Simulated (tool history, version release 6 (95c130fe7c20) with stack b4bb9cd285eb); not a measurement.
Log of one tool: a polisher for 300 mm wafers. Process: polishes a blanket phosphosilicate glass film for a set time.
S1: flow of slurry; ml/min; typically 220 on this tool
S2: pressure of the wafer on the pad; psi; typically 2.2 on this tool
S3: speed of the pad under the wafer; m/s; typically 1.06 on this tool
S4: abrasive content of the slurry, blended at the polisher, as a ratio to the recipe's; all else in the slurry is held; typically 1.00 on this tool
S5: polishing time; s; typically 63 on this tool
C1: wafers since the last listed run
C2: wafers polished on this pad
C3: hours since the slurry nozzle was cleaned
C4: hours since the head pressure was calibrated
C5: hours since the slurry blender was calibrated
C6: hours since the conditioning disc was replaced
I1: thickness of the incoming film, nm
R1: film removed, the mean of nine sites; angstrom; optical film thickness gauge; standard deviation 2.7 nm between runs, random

Run 1, hour 0.0: usual settings; C1 0; C2 2984; C3 208.1; C4 709.7; C5 302.5; C6 37.9; I1 2688.5. Result: R1 3679 angstrom.
At hour 13.8: head pressure recalibrated.
At hour 16.2: slurry blender recalibrated.
At hour 48.4: worn pad replaced by a new one.
Run 2, hour 56.9: usual settings; C1 510; C2 88; C3 265.0; C4 43.1; C5 40.7; C6 94.8; I1 2682.1. Result: R1 3484 angstrom.
Run 3, hour 96.8: usual settings; C1 416; C2 505; C3 304.9; C4 83.0; C5 80.6; C6 134.7; I1 2713.7. Result: R1 3495 angstrom.
Run 4, hour 163.5: usual settings; C1 696; C2 1202; C3 371.6; C4 149.7; C5 147.3; C6 201.4; I1 2679.7. Result: R1 3570 angstrom.
At hour 166.9: slurry nozzle cleaned.
Run 5, hour 251.4: usual settings but S2 2.0 psi, S5 73 s; C1 907; C2 2109; C3 84.5; C4 237.6; C5 235.2; C6 289.3; I1 2723.5. Result: R1 3874 angstrom.
At hour 345.9: slurry blender recalibrated.
At hour 379.4: worn pad replaced by a new one.
Run 6, hour 445.0: usual settings but S2 2.0 psi, S5 73 s; C1 1959; C2 685; C3 278.1; C4 431.2; C5 99.1; C6 482.9; I1 2659.0. Result: R1 3907 angstrom.
At hour 453.7: conditioning disc replaced and pad reconditioned.
Run 7, hour 484.1: usual settings; C1 387; C2 1072; C3 317.2; C4 470.3; C5 138.2; C6 30.4; I1 2734.9. Result: R1 3672 angstrom.
At hour 511.3: slurry nozzle cleaned.
Run 8, hour 571.5: usual settings; C1 902; C2 1974; C3 60.2; C4 557.7; C5 225.6; C6 117.8; I1 2687.4. Result: R1 3639 angstrom.
Run 9, hour 627.3: usual settings but S2 2.0 psi; C1 582; C2 2557; C3 116.0; C4 613.5; C5 281.4; C6 173.6; I1 2732.9. Result: R1 3479 angstrom.
At hour 717.1: slurry blender recalibrated.
At hour 734.1: worn pad replaced by a new one.
Run 10, hour 734.6: usual settings but S2 2.0 psi; C1 1058; C2 5; C3 223.3; C4 720.8; C5 17.5; C6 280.9; I1 2744.2. Result: R1 3473 angstrom.
At hour 787.9: head pressure recalibrated.
Run 11, hour 800.6: usual settings but S2 2.0 psi; C1 668; C2 674; C3 289.3; C4 12.7; C5 83.5; C6 346.9; I1 2684.1. Result: R1 3174 angstrom.
At hour 855.1: slurry nozzle cleaned.
Run 12, hour 859.7: usual settings but S3 0.84 m/s; C1 606; C2 1280; C3 4.6; C4 71.8; C5 142.6; C6 406.0; I1 2708.4. Result: R1 3068 angstrom.
At hour 913.9: conditioning disc replaced and pad reconditioned.
Run 13, hour 920.8: usual settings but S2 1.7 psi; C1 617; C2 1898; C3 65.7; C4 132.9; C5 203.7; C6 6.9; I1 2666.4. Result: R1 2938 angstrom.
Run 14, hour 980.8: usual settings but S1 195 ml/min, S3 0.88 m/s; C1 626; C2 2524; C3 125.7; C4 192.9; C5 263.7; C6 66.9; I1 2725.6. Result: R1 3139 angstrom.
At hour 1024.8: slurry blender recalibrated.
Run 15, hour 1031.3: usual settings but S2 2.0 psi, S5 73 s; C1 506; C2 3031; C3 176.2; C4 243.4; C5 6.5; C6 117.4; I1 2697.2. Result: R1 3811 angstrom.
At hour 1091.3: worn pad replaced by a new one.
Run 16, hour 1101.8: usual settings but S1 180 ml/min, S3 0.72 m/s; C1 694; C2 109; C3 246.7; C4 313.9; C5 77.0; C6 187.9; I1 2701.2. Result: R1 2880 angstrom.
At hour 1209.0: slurry nozzle cleaned.
Run 17, hour 1286.5: usual settings but S5 71 s; C1 1918; C2 2028; C3 77.5; C4 498.6; C5 261.7; C6 372.6; I1 2715.1. Result: R1 4030 angstrom.
At hour 1337.0: conditioning disc replaced and pad reconditioned.
Run 18, hour 1349.9: usual settings; C1 641; C2 2669; C3 140.9; C4 562.0; C5 325.1; C6 12.9; I1 2742.7. Result: R1 3629 angstrom.
At hour 1357.4: slurry blender recalibrated.
Run 19, hour 1425.1: usual settings but S1 270 ml/min, S4 1.25; C1 764; C2 3434; C3 216.1; C4 637.2; C5 67.7; C6 88.1; I1 2695.7. Result: R1 4069 angstrom.
At hour 1484.9: worn pad replaced by a new one.
Run 20, hour 1510.9: usual settings but S2 2.6 psi, S3 1.32 m/s, S5 81 s; C1 854; C2 271; C3 301.9; C4 723.0; C5 153.5; C6 173.9; I1 2723.2. Result: R1 5930 angstrom.
At hour 1539.5: slurry nozzle cleaned.
Run 21, hour 1582.3: usual settings but S2 2.0 psi, S5 73 s; C1 735; C2 1006; C3 42.8; C4 794.4; C5 224.9; C6 245.3; I1 2649.6. Result: R1 4037 angstrom.
At hour 1627.9: head pressure recalibrated.
Run 22, hour 1650.1: usual settings; C1 687; C2 1693; C3 110.6; C4 22.2; C5 292.7; C6 313.1; I1 2715.8. Result: R1 3395 angstrom.
Run 23, hour 1741.9: usual settings; C1 958; C2 2652; C3 202.4; C4 114.0; C5 384.5; C6 404.9; I1 2693.6. Result: R1 3435 angstrom.
At hour 1745.0: slurry blender recalibrated.
Run 24, hour 1789.0: usual settings but S2 2.8 psi, S4 1.15, S5 73 s; C1 471; C2 3123; C3 249.5; C4 161.1; C5 44.0; C6 452.0; I1 2681.8. Result: R1 4984 angstrom.

Each row is a separate what-if for the run after 24, all from the same tool condition, not one after another. Results?
Run A, hour 1789.4: usual settings; C1 4; C2 3127; C3 249.9; C4 161.5; C5 44.4; C6 452.4; I1 2660.5. Result: R1 ?.
Run B, hour 1789.4: usual settings but S4 0.80; C1 4; C2 3127; C3 249.9; C4 161.5; C5 44.4; C6 452.4; I1 2660.5. Result: R1 ?.
Run C, hour 1789.4: usual settings but S2 3.0 psi, S4 1.20; C1 4; C2 3127; C3 249.9; C4 161.5; C5 44.4; C6 452.4; I1 2660.5. Result: R1 ?.
Run D, hour 1789.4: usual settings but S1 270 ml/min, S2 2.0 psi, S3 1.26 m/s, S4 1.20; C1 4; C2 3127; C3 249.9; C4 161.5; C5 44.4; C6 452.4; I1 2660.5. Result: R1 ?.
Run E, hour 1789.4: usual settings but S1 290 ml/min, S3 0.70 m/s, S4 1.25; C1 4; C2 3127; C3 249.9; C4 161.5; C5 44.4; C6 452.4; I1 2660.5. Result: R1 ?.

run    R1
  A  3515
  B  3153
  C  4688
  D  4001
  E  3328
Take away the tool's hidden state, keep each run's random variation, and the runs would have read:
run    R1
  A  3493
  B  3134
  C  4660
  D  3977
  E  3307

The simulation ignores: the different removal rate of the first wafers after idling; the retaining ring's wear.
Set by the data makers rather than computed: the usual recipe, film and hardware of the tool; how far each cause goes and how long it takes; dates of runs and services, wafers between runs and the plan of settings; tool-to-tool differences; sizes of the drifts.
